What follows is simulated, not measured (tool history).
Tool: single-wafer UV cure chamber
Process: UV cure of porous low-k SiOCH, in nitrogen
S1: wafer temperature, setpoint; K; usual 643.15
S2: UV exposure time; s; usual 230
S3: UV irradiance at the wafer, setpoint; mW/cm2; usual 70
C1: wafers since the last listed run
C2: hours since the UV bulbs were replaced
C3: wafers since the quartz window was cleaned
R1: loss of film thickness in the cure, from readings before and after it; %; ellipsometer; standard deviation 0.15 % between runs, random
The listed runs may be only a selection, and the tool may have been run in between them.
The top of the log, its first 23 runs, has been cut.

run 24 day=28.546 | S1=643.15 S2=230 S3=70 | C1=185 C2=194.1 C3=286 | R1=10.299
run 25 day=29.125 | S1=643.15 S2=230 S3=70 | C1=124 C2=208 C3=410 | R1=9.721
run 26 day=30.404 | S1=632.15 S2=230 S3=40 | C1=274 C2=238.7 C3=685 | R1=7.51
run 27 day=31.767 | S1=657.15 S2=140 S3=85 | C1=292 C2=271.4 C3=977 | R1=8.725
run 28 day=33.029 | S1=643.15 S2=360 S3=70 | C1=270 C2=301.7 C3=1248 | R1=11.768
run 29 day=34.138 | S1=633.15 S2=230 S3=70 | C1=237 C2=328.3 C3=1486 | R1=9.339
run 30 day=34.933 | S1=643.15 S2=230 S3=70 | C1=170 C2=347.4 C3=1656 | R1=9.341
run 31 day=36.067 | S1=643.15 S2=230 S3=70 | C1=243 C2=374.6 C3=1900 | R1=9.364
-- day=37.308 quartz window cleaned
run 32 day=37.35 | S1=643.15 S2=305 S3=70 | C1=203 C2=405.4 C3=8 | R1=11.212
run 33 day=38 | S1=651.15 S2=190 S3=102 | C1=139 C2=421 C3=148 | R1=10.629
run 34 day=38.583 | S1=634.15 S2=280 S3=40 | C1=125 C2=435 C3=273 | R1=7.992
run 35 day=39.125 | S1=662.15 S2=285 S3=109 | C1=116 C2=448 C3=389 | R1=13.116
run 36 day=40.146 | S1=643.15 S2=180 S3=70 | C1=219 C2=472.5 C3=608 | R1=8.422

Branching from run 36: 5 alternative next runs. What would each branch give?
run A day=40.167 | S1=657.15 S2=230 S3=70 | C1=4 C2=473 C3=612 | R1=?
run B day=40.167 | S1=650.15 S2=270 S3=70 | C1=4 C2=473 C3=612 | R1=?
run C day=40.167 | S1=643.15 S2=320 S3=109 | C1=4 C2=473 C3=612 | R1=?
run D day=40.167 | S1=661.15 S2=230 S3=70 | C1=4 C2=473 C3=612 | R1=?
run E day=40.167 | S1=643.15 S2=95 S3=70 | C1=4 C2=473 C3=612 | R1=?

run=A R1=9.823
run=B R1=10.427
run=C R1=13.21
run=D R1=9.896
run=E R1=5.806
Without the tool's unlogged condition, the same runs would have read:
run=A R1=10.912
run=B R1=11.532
run=C R1=14.388
run=D R1=10.987
run=E R1=6.751

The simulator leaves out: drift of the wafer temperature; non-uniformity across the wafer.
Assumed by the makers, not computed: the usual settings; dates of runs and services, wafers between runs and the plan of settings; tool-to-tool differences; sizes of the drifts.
